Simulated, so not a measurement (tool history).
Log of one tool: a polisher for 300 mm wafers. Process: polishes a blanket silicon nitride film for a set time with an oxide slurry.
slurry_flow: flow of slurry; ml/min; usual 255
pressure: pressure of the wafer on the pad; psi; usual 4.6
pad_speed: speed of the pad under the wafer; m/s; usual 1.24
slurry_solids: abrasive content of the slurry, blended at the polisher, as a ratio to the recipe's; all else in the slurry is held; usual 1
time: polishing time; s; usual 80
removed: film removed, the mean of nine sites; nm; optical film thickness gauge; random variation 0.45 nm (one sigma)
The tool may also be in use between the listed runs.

run     day  slurry_flow  pressure  pad_speed  slurry_solids  time  wafers since the last listed run  wafers polished on this pad  hours since the slurry nozzle was cleaned  hours since the head pressure was calibrated  hours since the slurry blender was calibrated  hours since the conditioning disc was replaced  incoming thickness of the incoming film, nm  removed
  1       0          235       4.6       1.24              1    80                                 0                          764                                       33.9                                        1001.2                                           30.8                                           357.8                                        587.5     62.7
  2   1.212          255       4.6       1.42              1    97                               296                         1061                                         63                                        1030.3                                           59.9                                           386.9                                        608.9     84.2
      1.979  -- conditioning disc replaced and pad reconditioned
  3       2          255       4.6       1.42              1    97                               172                         1233                                       81.9                                        1049.2                                           78.8                                             0.5                                        600.5     90.1
  4   2.442          255       4.6       1.24              1    80                               108                         1341                                       92.5                                        1059.8                                           89.4                                            11.1                                        600.1     67.3
  5   3.258          255       4.6       1.24              1    80                               199                         1540                                      112.1                                        1079.4                                            109                                            30.7                                          598     67.3
  6    4.45          255       4.6       1.24              1    80                               291                         1832                                      140.7                                          1108                                          137.6                                            59.3                                          590     66.4
      5.125  -- worn pad replaced by a new one
      5.325  -- head pressure recalibrated
  7   5.742          300       6.1       1.64           1.25    80                               254                          130                                      171.7                                            10                                          168.6                                            90.3                                        599.2    114.7
  8   6.742          255       4.6        1.4              1    80                               244                          375                                      195.7                                            34                                          192.6                                           114.3                                        598.2     72.3
  9   7.983          255       5.2       1.24              1    80                               303                          678                                      225.5                                          63.8                                          222.4                                           144.1                                          600     70.9
       8.65  -- slurry blender recalibrated
 10   8.671          255       4.6       1.24              1    80                               147                          826                                        242                                          80.3                                            0.5                                           160.6                                          593     65.8
 11   9.767          255       4.6       1.24              1    80                               267                         1094                                      268.3                                         106.6                                           26.8                                           186.9                                        612.7       66
 12  12.125          255       4.6       1.24              1    80                               576                         1671                                      324.9                                         163.2                                           83.4                                           243.5                                        600.6     64.6
 13  13.025          345       3.7       1.24            1.1   106                               220                         1891                                      346.5                                         184.8                                            105                                           265.1                                        605.2     80.8
 14  13.825          195       3.8       1.24              1    70                               195                         2086                                      365.7                                           204                                          124.2                                           284.3                                          587     48.2
     14.492  -- slurry nozzle cleaned
 15  15.046          255       5.6       1.24              1    80                               288                         2375                                       13.3                                         233.3                                          153.5                                           313.6                                        599.2       72
     15.442  -- worn pad replaced by a new one
     17.158  -- slurry blender recalibrated
 16  17.633          255       4.6       1.24              1    80                               571                          515                                       75.4                                         295.4                                           11.4                                           375.7                                        593.5     63.5
 17  18.496          225       4.6        1.4           0.85    54                               210                          726                                       96.1                                         316.1                                           32.1                                           396.4                                        600.1     41.8
 18  19.667          235       4.6       1.24              1    80                               286                         1012                                      124.2                                         344.2                                           60.2                                           424.5                                        595.8     62.7
 19  20.521          255       4.6       1.42              1    97                               208                         1221                                      144.7                                         364.7                                           80.7                                             445                                        596.6       84
 20  21.367          255       4.6       1.24              1    80                               206                         1428                                        165                                           385                                            101                                           465.3                                        599.8     63.5
     21.588  -- conditioning disc replaced and pad reconditioned
 21  23.321          215       4.6       1.24           1.15   104                               457                         1885                                      211.9                                         431.9                                          147.9                                            41.6                                        608.5     90.2
     23.938  -- worn pad replaced by a new one
 22  24.529          220       4.6       1.24              1    88                               254                          144                                      240.9                                         460.9                                          176.9                                            70.6                                        606.1     70.7
     25.304  -- slurry blender recalibrated
 23  25.854          255       4.6        1.5              1   102                               303                          448                                      272.7                                         492.7                                           13.2                                           102.4                                        597.4     97.3
 24  27.242          320       4.6        1.1              1    54                               339                          787                                        306                                           526                                           46.5                                           135.7                                        605.5     40.9
     28.433  -- slurry nozzle cleaned
 25  28.504          255       4.6       0.96           0.85    65                               298                         1086                                        1.7                                         556.3                                           76.8                                             166                                        601.5     40.1
 26  29.088          305       4.6       1.24            0.8    80                               142                         1228                                       15.7                                         570.3                                           90.8                                             180                                        610.7       58
 27  30.358          175       4.6       1.24              1    80                               310                         1539                                       46.2                                         600.8                                          121.3                                           210.5                                        605.6     61.3

Measured less the same run without the tool's hidden state. The same run-to-run variation is in both; the gauge's scatter may not be:
The hidden state here: removal rate lost through wear of the pad, %; slurry flow missing at the pad, %; deviation of the head's pressure from its setpoint, %; abrasive missing from the slurry, %; time polished since the conditioner stopped cutting, s.
run  removed
  1     -3.9
  2     -6.3
  3     -0.1
  4     -0.2
  5     -0.3
  6     -0.7
  7     -2.7
  8     -1.5
  9     -1.8
 10     -1.7
 11       -2
 12     -2.5
 13       -3
 14     -1.9
 15     -4.1
 16     -3.7
 17     -2.9
 18     -4.2
 19     -6.5
 20     -4.6
 21     -1.3
 22     -1.4
 23     -2.9
 24     -1.1
 25     -1.1
 26     -2.1
 27     -2.5
